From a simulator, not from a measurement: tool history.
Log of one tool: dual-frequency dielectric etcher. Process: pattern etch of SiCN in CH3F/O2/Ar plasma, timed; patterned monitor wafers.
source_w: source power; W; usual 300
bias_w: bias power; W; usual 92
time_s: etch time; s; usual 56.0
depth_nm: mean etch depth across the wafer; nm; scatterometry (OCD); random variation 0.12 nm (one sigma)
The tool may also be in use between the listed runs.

run   hour  source_w  bias_w  time_s  read-back reference wafer on the same gauge, depth_nm  depth_nm
  1    0.0       360      92    45.5                                                  18.34     17.55
  2   16.7       360      92    45.5                                                  18.38     17.85
  3   42.1       300      92    56.0                                                  18.34     19.83
  4   57.0       300      92    56.0                                                  18.40     19.40
  5   74.5       300      92    56.0                                                  18.34     19.69
  6  127.9       300      92    47.0                                                  18.40     16.62
  7  161.8       300      92    47.0                                                  18.42     16.37
  8  193.5       300      92    47.0                                                  18.48     16.63
  9  216.5       320     110    56.0                                                  18.48     22.09
 10  249.0       320     110    56.0                                                  18.56     22.08
 11  275.3       270      86    56.0                                                  18.59     18.49
 12  288.2       270      86    56.0                                                  18.56     18.13
 13  301.8       270      86    56.0                                                  18.59     18.18
     325.0  -- source power generator calibrated
 14  332.3       280      83    64.0                                                  18.64     21.14
 15  344.6       300      92    41.5                                                  18.69     14.82
     347.1  -- gauge calibrated
     368.7  -- wet clean of the chamber
 16  369.2       370      81    40.5                                                  18.21     15.11
     404.3  -- upper electrode replaced
 17  404.8       300      92    56.0                                                  18.20     19.53
 18  455.8       300     113    64.0                                                  18.20     23.86
 19  473.8       270     105    48.0                                                  18.23     16.45
     489.1  -- bias power generator calibrated
 20  493.1       260      78    44.5                                                  18.22     13.33
 21  509.8       230     111    48.5                                                  18.20     15.39
 22  540.2       300      92    56.0                                                  18.29     19.54
 23  559.6       300      92    56.0                                                  18.26     19.40
 24  583.4       360      92    56.0                                                  18.29     21.50
 25  597.6       300     110    71.5                                                  18.26     26.68
 26  662.1       330      82    62.0                                                  18.32     22.00

4 ways to go on from here, each from the tool as it stands after run 26. What would each give?
  A  662.5       300      92    56.0                                                      ?         ?
  B  662.5       300      74    45.5                                                      ?         ?
  C  662.5       330      92    56.0                                                      ?         ?
  D  662.5       350      92    39.5                                                      ?         ?

run  read-back reference wafer on the same gauge, depth_nm  depth_nm
  A                                                  18.32     19.82
  B                                                  18.32     14.97
  C                                                  18.32     20.94
  D                                                  18.32     15.26
Without the tool's hidden state the same runs would have given:
run  depth_nm
  A     19.80
  B     14.96
  C     20.92
  D     15.24
